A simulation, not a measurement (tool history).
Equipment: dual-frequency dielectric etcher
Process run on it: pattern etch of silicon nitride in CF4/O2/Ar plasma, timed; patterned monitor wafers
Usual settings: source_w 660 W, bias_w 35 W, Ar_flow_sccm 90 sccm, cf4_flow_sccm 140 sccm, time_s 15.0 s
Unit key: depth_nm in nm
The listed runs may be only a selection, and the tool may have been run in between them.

run,hour,source_w,bias_w,Ar_flow_sccm,cf4_flow_sccm,time_s,wafers since the last listed run,hours since the last wet clean,hours since the last source power generator calibration,hours since the last bias power generator calibration,hours since the last Ar flow controller change,hours since the last CF4 flow controller change,hours since the last upper electrode change,hours since the gauge calibration,"read-back reference wafer on the same gauge, depth_nm",depth_nm
1,0.0,660,35,90,140,18.5,0,369.7,3529.1,3725.0,2374.2,5694.1,6033.6,104.2,34.50,40.38
2,9.0,690,35,90,140,17.5,157,378.7,3538.1,3734.0,2383.2,5703.1,6042.6,113.2,34.50,39.20
3,18.6,660,35,90,140,11.5,167,388.3,3547.7,3743.6,2392.8,5712.7,6052.2,122.8,34.52,25.24
4,30.5,660,35,90,140,15.0,207,400.2,3559.6,3755.5,2404.7,5724.6,6064.1,134.7,34.49,32.71
# hour 63.3: CF4 flow controller replaced
# hour 69.4: upper electrode replaced
5,69.9,660,35,74,140,15.0,475,439.6,3599.0,3794.9,2444.1,6.6,0.5,174.1,34.48,33.48
6,70.2,660,35,74,140,15.0,5,439.9,3599.3,3795.2,2444.4,6.9,0.8,174.4,34.49,33.69
7,74.3,660,35,74,140,15.0,71,444.0,3603.4,3799.3,2448.5,11.0,4.9,178.5,34.48,33.59
8,80.9,660,35,90,140,15.0,115,450.6,3610.0,3805.9,2455.1,17.6,11.5,185.1,34.47,32.66
# hour 111.2: wet clean of the chamber
9,111.7,660,35,90,140,15.0,118,0.5,3640.8,3836.7,2485.9,48.4,42.3,215.9,34.48,33.90
10,112.0,590,35,90,140,15.0,5,0.8,3641.1,3837.0,2486.2,48.7,42.6,216.2,34.50,31.60
11,112.3,660,35,106,123,15.0,5,1.1,3641.4,3837.3,2486.5,49.0,42.9,216.5,34.50,32.97
# hour 114.1: gauge calibrated
# hour 117.9: bias power generator calibrated
12,122.5,700,38,90,140,15.0,108,11.3,3651.6,4.6,2496.7,59.2,53.1,8.4,34.51,36.03
# hour 137.6: Ar flow controller replaced
13,138.1,660,35,90,140,11.5,167,26.9,3667.2,20.2,0.5,74.8,68.7,24.0,34.51,26.02

For run 14, what comes out?
# hour 143.7: source power generator calibrated
14,144.2,660,35,90,110,15.0,36,33.0,0.5,26.3,6.6,80.9,74.8,30.1,?,?

Run 14 measured read-back reference wafer on the same gauge, depth_nm 34.48, depth_nm 33.48 nm.
With the hidden condition absent and the run-to-run variation left alone, this run would have shown depth_nm 33.61 nm.

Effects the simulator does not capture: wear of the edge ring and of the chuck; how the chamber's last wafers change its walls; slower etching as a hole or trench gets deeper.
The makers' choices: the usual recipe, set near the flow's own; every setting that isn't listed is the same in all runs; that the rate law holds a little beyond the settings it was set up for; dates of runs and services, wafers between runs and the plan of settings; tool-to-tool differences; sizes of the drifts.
